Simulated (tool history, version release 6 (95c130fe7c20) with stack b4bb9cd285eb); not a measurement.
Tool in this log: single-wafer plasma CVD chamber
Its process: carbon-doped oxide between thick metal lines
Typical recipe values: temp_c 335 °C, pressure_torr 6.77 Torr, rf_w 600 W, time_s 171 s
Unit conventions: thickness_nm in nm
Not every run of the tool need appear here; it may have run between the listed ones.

run,hour,temp_c,pressure_torr,rf_w,time_s,wafers since the last listed run,hours since the last thermocouple change,hours since the last RF generator calibration,hours since the last manometer calibration,hours since the showerhead was replaced,hours since the gauge calibration,"read-back reference wafer on the same gauge, thickness_nm",thickness_nm
1,0.0,335,7.67,695,171,0,1955.2,813.5,2361.7,8626.7,274.8,930.432,1184.081
2,11.6,335,7.67,695,171,97,1966.8,825.1,2373.3,8638.3,286.4,929.046,1175.927
# hour 23.6: showerhead replaced
3,24.1,335,7.71,600,171,37,1979.3,837.6,2385.8,0.5,298.9,929.792,1041.860
# hour 43.0: RF generator calibrated
4,43.5,335,6.77,600,171,95,1998.7,0.5,2405.2,19.9,318.3,928.950,1006.181
5,47.0,335,6.77,600,171,29,2002.2,4.0,2408.7,23.4,321.8,928.910,1003.238
6,59.3,335,6.77,600,171,103,2014.5,16.3,2421.0,35.7,334.1,931.118,1001.267
7,66.7,335,6.77,600,171,62,2021.9,23.7,2428.4,43.1,341.5,929.413,1000.800
8,77.7,335,6.77,600,171,92,2032.9,34.7,2439.4,54.1,352.5,930.313,997.504
9,91.5,335,6.77,600,171,116,2046.7,48.5,2453.2,67.9,366.3,929.821,1002.157
10,101.6,335,7.63,600,171,84,2056.8,58.6,2463.3,78.0,376.4,931.285,1009.210
11,112.5,326,5.33,600,196,91,2067.7,69.5,2474.2,88.9,387.3,930.608,1125.380
# hour 126.0: thermocouple changed; heater temperature recalibrated
# hour 127.9: RF generator calibrated, repeated, since the last time left the tool worse
12,128.4,335,6.77,600,171,50,2.4,0.5,2490.1,104.8,403.2,928.722,1071.008
13,131.1,335,6.77,600,171,22,5.1,3.2,2492.8,107.5,405.9,929.744,1068.644
# hour 132.5: gauge calibrated
14,140.1,335,8.44,690,190,75,14.1,12.2,2501.8,116.5,7.6,930.719,1352.360
# hour 152.1: capacitance manometer re-zeroed and calibrated
15,153.8,328,8.23,700,180,47,27.8,25.9,1.7,130.2,21.3,930.517,1329.733
16,161.0,343,5.49,630,190,60,35.0,33.1,8.9,137.4,28.5,928.937,1147.884
17,176.1,335,6.77,555,171,127,50.1,48.2,24.0,152.5,43.6,929.776,1002.156
18,185.7,343,8.36,685,189,80,59.7,57.8,33.6,162.1,53.2,929.189,1300.359
19,199.4,335,6.77,600,184,115,73.4,71.5,47.3,175.8,66.9,930.989,1145.190
20,215.2,335,5.20,600,187,132,89.2,87.3,63.1,191.6,82.7,930.263,1104.668
21,224.5,335,6.77,600,192,78,98.5,96.6,72.4,200.9,92.0,930.926,1204.412
22,233.1,345,6.14,645,199,72,107.1,105.2,81.0,209.5,100.6,928.692,1253.319
23,248.8,335,6.77,600,171,132,122.8,120.9,96.7,225.2,116.3,930.092,1067.747
24,264.3,335,6.77,600,171,130,138.3,136.4,112.2,240.7,131.8,930.464,1066.729
25,275.0,322,7.97,600,171,89,149.0,147.1,122.9,251.4,142.5,930.622,1132.456
26,292.0,345,5.61,705,193,142,166.0,164.1,139.9,268.4,159.5,930.369,1273.959
27,308.0,335,6.77,600,171,134,182.0,180.1,155.9,284.4,175.5,930.613,1059.655

5 options for the next run, each taken on its own from the tool as it stands now. Forecast them:
A,308.4,335,6.77,600,171,3,182.4,180.5,156.3,284.8,175.9,?,?
B,308.4,335,7.88,600,145,3,182.4,180.5,156.3,284.8,175.9,?,?
C,308.4,330,5.15,600,171,3,182.4,180.5,156.3,284.8,175.9,?,?
D,308.4,324,5.33,640,171,3,182.4,180.5,156.3,284.8,175.9,?,?
E,308.4,322,7.78,600,157,3,182.4,180.5,156.3,284.8,175.9,?,?

run,"read-back reference wafer on the same gauge, thickness_nm",thickness_nm
A,929.365,1062.606
B,929.365,915.866
C,929.365,1020.454
D,929.365,1110.393
E,929.365,1038.602
Had the tool no hidden state, the same runs would have come out as:
run,thickness_nm
A,1071.349
B,923.402
C,1028.850
D,1119.366
E,1047.147
